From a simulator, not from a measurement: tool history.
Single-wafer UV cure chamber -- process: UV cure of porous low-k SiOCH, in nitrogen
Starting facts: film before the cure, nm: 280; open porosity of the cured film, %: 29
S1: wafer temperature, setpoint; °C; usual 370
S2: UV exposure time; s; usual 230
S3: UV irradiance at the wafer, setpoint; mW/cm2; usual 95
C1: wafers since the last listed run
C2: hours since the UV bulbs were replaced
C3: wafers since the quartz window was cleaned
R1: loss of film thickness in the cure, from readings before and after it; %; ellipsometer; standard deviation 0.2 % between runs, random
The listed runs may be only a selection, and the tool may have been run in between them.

{"run": 1, "hour": 0.0, "S1": 370, "S2": 230, "S3": 95, "C1": 0, "C2": 2337.1, "C3": 1844, "R1": 12.062}
{"run": 2, "hour": 24.1, "S1": 370, "S2": 230, "S3": 95, "C1": 181, "C2": 2361.2, "C3": 2025, "R1": 11.741}
{"run": 3, "hour": 37.0, "S1": 370, "S2": 230, "S3": 74, "C1": 97, "C2": 2374.1, "C3": 2122, "R1": 10.829}
{"run": 4, "hour": 62.8, "S1": 370, "S2": 230, "S3": 74, "C1": 194, "C2": 2399.9, "C3": 2317, "R1": 10.8}
{"run": 5, "hour": 90.4, "S1": 370, "S2": 230, "S3": 74, "C1": 208, "C2": 2427.5, "C3": 2525, "R1": 10.519}
{"run": 6, "hour": 124.0, "S1": 370, "S2": 290, "S3": 95, "C1": 253, "C2": 2461.1, "C3": 2778, "R1": 13.103}
{"run": 7, "hour": 139.5, "S1": 370, "S2": 290, "S3": 95, "C1": 116, "C2": 2476.6, "C3": 2895, "R1": 13.108}
{"run": 8, "hour": 152.3, "S1": 370, "S2": 230, "S3": 95, "C1": 96, "C2": 2489.4, "C3": 2991, "R1": 11.781}
{"run": 9, "hour": 165.0, "S1": 370, "S2": 230, "S3": 95, "C1": 95, "C2": 2502.1, "C3": 3087, "R1": 12.054}
{"run": 10, "hour": 187.6, "S1": 370, "S2": 230, "S3": 95, "C1": 170, "C2": 2524.7, "C3": 3257, "R1": 12.097}
{"run": 11, "hour": 205.6, "S1": 370, "S2": 230, "S3": 82, "C1": 135, "C2": 2542.7, "C3": 3393, "R1": 11.214}
{"run": 12, "hour": 236.3, "S1": 370, "S2": 230, "S3": 82, "C1": 231, "C2": 2573.4, "C3": 3624, "R1": 10.929}
{"run": 13, "hour": 253.4, "S1": 370, "S2": 230, "S3": 95, "C1": 128, "C2": 2590.5, "C3": 3753, "R1": 11.964}
{"run": 14, "hour": 277.7, "S1": 370, "S2": 230, "S3": 95, "C1": 183, "C2": 2614.8, "C3": 3936, "R1": 11.791}
{"run": 15, "hour": 289.7, "S1": 370, "S2": 230, "S3": 85, "C1": 90, "C2": 2626.8, "C3": 4027, "R1": 11.427}
{"hour": 304.1, "done": "quartz window cleaned"}
{"run": 16, "hour": 304.6, "S1": 370, "S2": 230, "S3": 85, "C1": 52, "C2": 2641.7, "C3": 4, "R1": 11.176}
{"run": 17, "hour": 316.4, "S1": 370, "S2": 230, "S3": 85, "C1": 88, "C2": 2653.5, "C3": 92, "R1": 11.114}
{"run": 18, "hour": 337.3, "S1": 370, "S2": 270, "S3": 95, "C1": 157, "C2": 2674.4, "C3": 250, "R1": 12.402}
{"run": 19, "hour": 369.7, "S1": 370, "S2": 180, "S3": 95, "C1": 244, "C2": 2706.8, "C3": 494, "R1": 10.678}
{"run": 20, "hour": 391.8, "S1": 370, "S2": 230, "S3": 113, "C1": 166, "C2": 2728.9, "C3": 661, "R1": 12.765}
{"run": 21, "hour": 425.4, "S1": 370, "S2": 230, "S3": 95, "C1": 253, "C2": 2762.5, "C3": 914, "R1": 11.679}
{"run": 22, "hour": 439.7, "S1": 370, "S2": 230, "S3": 78, "C1": 107, "C2": 2776.8, "C3": 1022, "R1": 10.434}
{"run": 23, "hour": 470.4, "S1": 370, "S2": 270, "S3": 95, "C1": 231, "C2": 2807.5, "C3": 1253, "R1": 12.137}
{"run": 24, "hour": 496.9, "S1": 370, "S2": 285, "S3": 122, "C1": 199, "C2": 2834.0, "C3": 1453, "R1": 14.135}
{"run": 25, "hour": 528.9, "S1": 379, "S2": 360, "S3": 60, "C1": 241, "C2": 2866.0, "C3": 1694, "R1": 11.4}
{"hour": 638.5, "done": "UV bulbs replaced"}
{"run": 26, "hour": 639.0, "S1": 370, "S2": 230, "S3": 95, "C1": 769, "C2": 0.5, "C3": 2463, "R1": 10.025}
{"run": 27, "hour": 673.6, "S1": 370, "S2": 230, "S3": 126, "C1": 260, "C2": 35.1, "C3": 2724, "R1": 11.464}
{"run": 28, "hour": 763.4, "S1": 353, "S2": 230, "S3": 95, "C1": 676, "C2": 124.9, "C3": 3401, "R1": 9.919}
{"run": 29, "hour": 794.1, "S1": 370, "S2": 230, "S3": 95, "C1": 231, "C2": 155.6, "C3": 3632, "R1": 9.961}
{"run": 30, "hour": 816.4, "S1": 355, "S2": 230, "S3": 128, "C1": 168, "C2": 177.9, "C3": 3800, "R1": 11.161}
{"hour": 824.7, "done": "UV bulbs replaced, repeated, since the last time left the tool worse"}
{"run": 31, "hour": 838.6, "S1": 370, "S2": 230, "S3": 95, "C1": 107, "C2": 13.9, "C3": 3907, "R1": 13.404}
{"run": 32, "hour": 862.3, "S1": 370, "S2": 230, "S3": 95, "C1": 178, "C2": 37.6, "C3": 4086, "R1": 13.198}
{"run": 33, "hour": 886.8, "S1": 355, "S2": 230, "S3": 95, "C1": 184, "C2": 62.1, "C3": 4271, "R1": 12.633}
{"hour": 928.5, "done": "quartz window cleaned"}
{"run": 34, "hour": 945.4, "S1": 370, "S2": 230, "S3": 95, "C1": 381, "C2": 120.7, "C3": 127, "R1": 13.415}
{"run": 35, "hour": 957.7, "S1": 370, "S2": 230, "S3": 95, "C1": 92, "C2": 133.0, "C3": 220, "R1": 13.096}
{"run": 36, "hour": 973.5, "S1": 370, "S2": 230, "S3": 68, "C1": 119, "C2": 148.8, "C3": 339, "R1": 11.472}
{"run": 37, "hour": 990.9, "S1": 370, "S2": 170, "S3": 95, "C1": 131, "C2": 166.2, "C3": 470, "R1": 11.584}

Take each entry between the runs: how does the hidden state at the last listed run before it differ from the hidden state at the first listed run after it?
Run 15 -> run 16: quartz window cleaned (hour 304.1)
  lamp output below its setpoint, %: 23.5 -> 23.8
  measured less the result without the state, R1: -1.339 -> -1.328 %
Run 25 -> run 26: UV bulbs replaced (hour 638.5)
  lamp output below its setpoint, %: 27.7 -> 45.4
  measured less the result without the state, R1: -1.579 -> -2.924 %
Run 30 -> run 31: UV bulbs replaced, repeated, since the last time left the tool worse (hour 824.7)
  lamp output below its setpoint, %: 45.5 -> 0.525
  measured less the result without the state, R1: -3.000 -> -0.028 %
Run 33 -> run 34: quartz window cleaned (hour 928.5)
  lamp output below its setpoint, %: 0.537 -> 0.571
  measured less the result without the state, R1: -0.027 -> -0.030 %
